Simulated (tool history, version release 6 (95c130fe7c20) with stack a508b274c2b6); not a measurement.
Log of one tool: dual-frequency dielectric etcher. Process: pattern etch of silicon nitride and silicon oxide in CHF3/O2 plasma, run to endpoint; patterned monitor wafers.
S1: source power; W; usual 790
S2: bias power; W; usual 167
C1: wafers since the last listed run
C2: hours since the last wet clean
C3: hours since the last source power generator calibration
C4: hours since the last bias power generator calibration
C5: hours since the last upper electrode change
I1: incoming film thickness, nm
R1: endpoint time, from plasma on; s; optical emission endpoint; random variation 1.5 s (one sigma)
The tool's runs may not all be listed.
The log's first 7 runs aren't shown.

run    hour   S1   S2    C1     C2      C3      C4      C5     I1     R1
  8   447.5  790  167   290  497.9  2736.8  2546.1  2838.7  313.2  190.2
  9   510.9  790  167   492  561.3  2800.2  2609.5  2902.1  311.2  189.7
      599.1  -- wet clean of the chamber
 10   599.6  790  167   502    0.5  2888.9  2698.2  2990.8  313.0  192.3
 11   633.6  640  196   263   34.5  2922.9  2732.2  3024.8  314.5  201.9
 12   738.3  640  196   812  139.2  3027.6  2836.9  3129.5  310.6  200.6
 13   795.1  850  167   440  196.0  3084.4  2893.7  3186.3  316.1  187.8
 14   884.5  850  167   693  285.4  3173.8  2983.1  3275.7  312.1  185.9
      934.9  -- source power generator calibrated
 15   988.9  830  167   779  389.8    54.0  3087.5  3380.1  309.4  184.2
 16  1092.1  830  167   800  493.0   157.2  3190.7  3483.3  312.7  187.2
 17  1132.1  790  167   310  533.0   197.2  3230.7  3523.3  312.2  192.5
     1235.6  -- wet clean of the chamber
 18  1236.1  600  155   620    0.5   301.2  3334.7  3627.3  313.1  221.4
 19  1264.1  790  167   217   28.5   329.2  3362.7  3655.3  310.7  188.7
 20  1300.2  790  167   280   64.6   365.3  3398.8  3691.4  314.7  194.0
 21  1476.0  790  167  1364  240.4   541.1  3574.6  3867.2  308.9  188.2
 22  1569.0  620  125   721  333.4   634.1  3667.6  3960.2  311.2  228.8
 23  1634.3  640  194   506  398.7   699.4  3732.9  4025.5  310.0  203.1
 24  1719.9  660  132   664  484.3   785.0  3818.5  4111.1  313.3  220.3
     1774.4  -- bias power generator calibrated
 25  1781.2  650  126   444  545.6   846.3     6.8  4172.4  315.9  225.9
     1808.1  -- wet clean of the chamber
 26  1854.0  710  167   378   45.9   919.1    79.6  4245.2  311.6  198.5
 27  1955.7  790  198   789  147.6  1020.8   181.3  4346.9  309.0  183.0
 28  2023.3  870  149   524  215.2  1088.4   248.9  4414.5  313.0  188.4
     2094.9  -- upper electrode replaced
 29  2144.1  790  167   751  336.0  1209.2   369.7    49.2  309.5  190.3
 30  2208.2  790  167   497  400.1  1273.3   433.8   113.3  315.6  194.1

Run 31 comes next. What will it give?
 31  2314.3  970  129  823  506.2  1379.4  539.9  219.4  313.6   ?

Run 31 gave R1 186.1 s.
Without the tool's hidden state the same run would have given R1 186.1 s.
